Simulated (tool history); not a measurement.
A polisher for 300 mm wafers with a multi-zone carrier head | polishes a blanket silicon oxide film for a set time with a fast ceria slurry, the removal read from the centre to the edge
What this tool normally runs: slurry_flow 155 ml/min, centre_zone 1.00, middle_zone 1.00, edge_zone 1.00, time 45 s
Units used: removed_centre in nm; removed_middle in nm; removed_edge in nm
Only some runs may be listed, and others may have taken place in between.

run	hour	slurry_flow	centre_zone	middle_zone	edge_zone	time	wafers since the last listed run	wafers polished on this pad	hours since the slurry nozzle was cleaned	hours since the centre zone pressure was calibrated	hours since the edge zone pressure was calibrated	hours since the carrier head's membrane was replaced	incoming thickness of the incoming film, nm	removed_centre	removed_middle	removed_edge
1	0.0	155	1.02	0.94	1.00	45	0	633	334.6	387.6	1190.3	650.4	2529.9	786.9	773.6	819.7
2	12.8	155	1.00	1.00	1.08	45	99	732	347.4	400.4	1203.1	663.2	2490.9	766.9	798.0	845.8
3	29.9	155	1.00	1.00	1.08	45	132	864	364.5	417.5	1220.2	680.3	2470.6	765.3	785.5	859.6
4	42.8	155	1.00	1.00	1.08	45	99	964	377.4	430.4	1233.1	693.2	2505.4	754.9	793.4	836.7
# hour 83.2: worn pad replaced by a new one
5	136.9	135	1.00	1.00	1.06	45	697	415	471.5	524.5	1327.2	787.3	2527.3	711.5	743.3	789.0
# hour 141.3: edge zone pressure recalibrated
6	161.1	175	1.00	1.00	1.00	45	171	587	495.7	548.7	19.8	811.5	2440.5	772.7	803.3	823.2
7	195.3	175	1.00	1.00	1.00	45	264	852	529.9	582.9	54.0	845.7	2466.8	786.9	816.1	823.9
8	210.5	155	0.96	0.89	1.00	52	117	970	545.1	598.1	69.2	860.9	2447.2	828.9	844.9	924.4
9	229.0	155	1.00	1.00	1.00	45	143	1113	563.6	616.6	87.7	879.4	2453.5	751.8	771.3	805.1
# hour 236.0: centre zone pressure recalibrated
# hour 244.0: worn pad replaced by a new one
# hour 254.4: slurry nozzle cleaned
# hour 260.8: carrier head's membrane replaced by a new one
10	264.8	155	1.06	1.05	0.90	56	184	114	10.4	28.8	123.5	4.0	2498.2	1167.7	1136.8	1031.3
11	276.9	120	1.00	1.00	1.08	45	93	208	22.5	40.9	135.6	16.1	2524.6	800.2	843.3	876.8
12	289.5	195	1.00	0.95	0.96	30	97	305	35.1	53.5	148.2	28.7	2520.1	607.0	601.5	594.2
13	308.1	155	1.08	1.00	1.00	52	144	449	53.7	72.1	166.8	47.3	2452.7	1079.5	1011.7	1020.6

What does the tool deliver on the next run?
14	323.9	155	1.00	1.00	1.00	45	122	572	69.5	87.9	182.6	63.1	2451.0	?	?	?

{"run 14": {"removed_centre": 849.8, "removed_middle": 875.2, "removed_edge": 879.6}}
Minus the tool's unlogged condition, the same run would have read removed_centre 880.6 nm, removed_middle 903.1 nm, removed_edge 899.5 nm.
